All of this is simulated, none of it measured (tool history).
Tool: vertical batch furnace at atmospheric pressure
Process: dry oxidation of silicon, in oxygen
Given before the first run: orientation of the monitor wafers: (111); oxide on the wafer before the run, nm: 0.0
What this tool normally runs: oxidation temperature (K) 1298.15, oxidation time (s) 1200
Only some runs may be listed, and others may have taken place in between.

run	hour	oxidation temperature (K)	oxidation time (s)	wafers since the last listed run	hours since the last temperature calibration	hours since the boat lift was adjusted	hours since the gauge calibration	read-back reference wafer on the same gauge, thickness	oxide thickness on the monitor wafer (angstrom)
1	0	1298.15	1200	0	1936	4185.3	91.1	32.4	359.7
2	36.4	1298.15	1200	701	1972.4	4221.7	127.5	32.4	359.8
3	67.4	1298.15	1200	597	2003.4	4252.7	158.5	32.39	359.7
4	84.4	1313.15	1200	327	2020.4	4269.7	175.5	32.41	395.3
5	109.5	1298.15	1200	483	2045.5	4294.8	200.6	32.4	359.2
6	125.3	1298.15	1200	304	2061.3	4310.6	216.4	32.4	359.3
7	152.4	1292.15	1200	522	2088.4	4337.7	243.5	32.41	345.5
# hour 162.4: gauge calibrated
8	175.7	1292.15	1200	449	2111.7	4361	13.3	32.41	345.4
9	203.8	1313.15	1200	541	2139.8	4389.1	41.4	32.41	393.6
10	236.6	1298.15	1200	632	2172.6	4421.9	74.2	32.39	359.4
# hour 265.6: thermocouples replaced and temperature profile calibrated
# hour 282.8: boat lift adjusted
11	289	1321.15	930	215	23.4	6.2	126.6	32.41	341
12	301.4	1322.15	1410	239	35.8	18.6	139	32.39	448.8
13	316.5	1321.15	1200	291	50.9	33.7	154.1	32.39	401.9
14	330.7	1298.15	960	273	65.1	47.9	168.3	32.39	300.9
15	349.1	1315.15	660	354	83.5	66.3	186.7	32.41	263.2
16	373.4	1298.15	1200	468	107.8	90.6	211	32.4	349.2
17	399.4	1298.15	630	501	133.8	116.6	237	32.4	229.2

Hidden state at the last listed run before each entry between runs and at the first one after, where it differs:
After run 7, before run 8: gauge calibrated (hour 162.4)
  true tube temperature minus thermocouple reading, K: 5.65 -> 5.66
  difference, measured minus the result without the unlogged condition, oxide thickness on the monitor wafer (angstrom): +13.9 -> +13.9
After run 10, before run 11: thermocouples replaced and temperature profile calibrated (hour 265.6); boat lift adjusted (hour 282.8)
  true tube temperature minus thermocouple reading, K: 5.69 -> 0.495
  difference, measured minus the result without the unlogged condition, oxide thickness on the monitor wafer (angstrom): +13.5 -> +1
